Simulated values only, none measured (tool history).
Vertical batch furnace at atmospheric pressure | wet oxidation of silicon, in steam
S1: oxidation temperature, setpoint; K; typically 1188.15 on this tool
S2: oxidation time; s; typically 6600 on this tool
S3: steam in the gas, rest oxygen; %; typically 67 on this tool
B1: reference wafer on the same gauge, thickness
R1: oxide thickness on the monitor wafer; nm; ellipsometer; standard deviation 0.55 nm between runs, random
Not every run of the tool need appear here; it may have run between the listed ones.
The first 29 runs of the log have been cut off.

{"run": 30, "hour": 2172.6, "S1": 1188.15, "S2": 6600, "S3": 75, "B1": 248.09, "R1": 256.59}
{"run": 31, "hour": 2273.4, "S1": 1188.15, "S2": 6600, "S3": 73, "B1": 247.97, "R1": 251.49}
{"run": 32, "hour": 2310.0, "S1": 1173.15, "S2": 8280, "S3": 67, "B1": 247.85, "R1": 236.97}
{"run": 33, "hour": 2398.2, "S1": 1196.15, "S2": 4080, "S3": 67, "B1": 247.99, "R1": 169.32}
{"run": 34, "hour": 2504.1, "S1": 1181.15, "S2": 6600, "S3": 67, "B1": 247.9, "R1": 214.73}
{"run": 35, "hour": 2601.1, "S1": 1201.15, "S2": 7800, "S3": 64, "B1": 247.74, "R1": 296.27}
{"run": 36, "hour": 2708.3, "S1": 1175.15, "S2": 8010, "S3": 56, "B1": 247.9, "R1": 201.81}
{"run": 37, "hour": 2746.4, "S1": 1172.15, "S2": 7530, "S3": 78, "B1": 247.92, "R1": 244.61}
{"run": 38, "hour": 2838.9, "S1": 1188.15, "S2": 6600, "S3": 67, "B1": 247.97, "R1": 232.66}

Here are 4 independent what-if runs from the current tool condition. What would each one return?
{"run": "A", "hour": 2844.6, "S1": 1188.15, "S2": 7740, "S3": 67, "B1": "?", "R1": "?"}
{"run": "B", "hour": 2844.6, "S1": 1188.15, "S2": 6600, "S3": 76, "B1": "?", "R1": "?"}
{"run": "C", "hour": 2844.6, "S1": 1172.15, "S2": 6600, "S3": 78, "B1": "?", "R1": "?"}
{"run": "D", "hour": 2844.6, "S1": 1203.15, "S2": 7980, "S3": 67, "B1": "?", "R1": "?"}

run=A B1=247.92 R1=266.04
run=B B1=247.92 R1=258.8
run=C B1=247.92 R1=217.95
run=D B1=247.92 R1=317.19
What these runs would have given with no unlogged condition in the tool:
run=A R1=268.09
run=B R1=260.8
run=C R1=219.56
run=D R1=319.62
